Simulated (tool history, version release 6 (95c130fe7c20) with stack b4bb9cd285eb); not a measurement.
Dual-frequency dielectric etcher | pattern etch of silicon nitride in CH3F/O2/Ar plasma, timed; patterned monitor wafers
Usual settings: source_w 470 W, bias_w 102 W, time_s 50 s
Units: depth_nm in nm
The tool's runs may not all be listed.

run   hour  source_w  bias_w  time_s  read-back reference wafer on the same gauge, depth_nm  depth_nm
  1      0       470     102      54                                                  45.11     47.99
  2   15.6       470     102      54                                                  45.11     48.01
  3   37.2       390     102      50                                                   45.1     39.53
  4   50.4       390     102      50                                                   45.1     39.53
  5   85.7       470      94      50                                                   45.1     43.65
  6  116.3       470      94      50                                                   45.1     43.85
  7  128.8       470      94      50                                                   45.1     43.72
  8  142.9       470      84      50                                                   45.1     42.72
  9    163       470      84      50                                                  45.12     42.62
 10  175.6       470      84      50                                                  45.12      42.7
     193.2  -- gauge calibrated
 11  196.7       470     102      50                                                   45.1     44.54
 12  215.5       470     102      50                                                   45.1      44.5
     246.3  -- upper electrode replaced
 13  246.8       470     102      42                                                  45.09     37.49
 14    256       470     102      42                                                   45.1     37.55
 15    269       500      77    60.5                                                  45.11     52.68
 16  281.2       380     115    44.5                                                  45.09     35.75
 17  304.5       470     102      50                                                  45.11     44.67
     341.8  -- bias power generator calibrated
 18  342.3       470     102      50                                                  45.09     44.58
     366.1  -- source power generator calibrated
     393.8  -- wet clean of the chamber
 19  394.3       590     102      50                                                   45.1        52
 20  405.9       470     117      50                                                  45.09     47.24
 21  439.3       350     102      50                                                   45.1     37.72
 22  455.8       510     114    57.5                                                  45.09      56.8
 23  481.9       470     102      56                                                  45.11     51.29
 24  507.3       470     117      50                                                  45.11      47.5
 25  536.8       400     109      56                                                   45.1     47.22
 26  549.6       470     102      50                                                   45.1      46.1
 27  566.5       470      91    38.5                                                   45.1     34.51
 28  600.4       470     102      50                                                   45.1     46.08
 29  633.3       360     102      44                                                  45.09     34.01

4 ways to go on from here, each from the tool as it stands after run 29. What would each give?
  A  633.7       470     102      50                                                      ?         ?
  B  633.7       470     121      41                                                      ?         ?
  C  633.7       350      94    42.5                                                      ?         ?
  D  633.7       540     123    54.5                                                      ?         ?

run  read-back reference wafer on the same gauge, depth_nm  depth_nm
  A                                                   45.1     46.13
  B                                                   45.1     39.44
  C                                                   45.1     31.66
  D                                                   45.1     56.98
Without the tool's hidden state the same runs would have given:
run  depth_nm
  A     45.68
  B     39.05
  C     31.35
  D     56.42
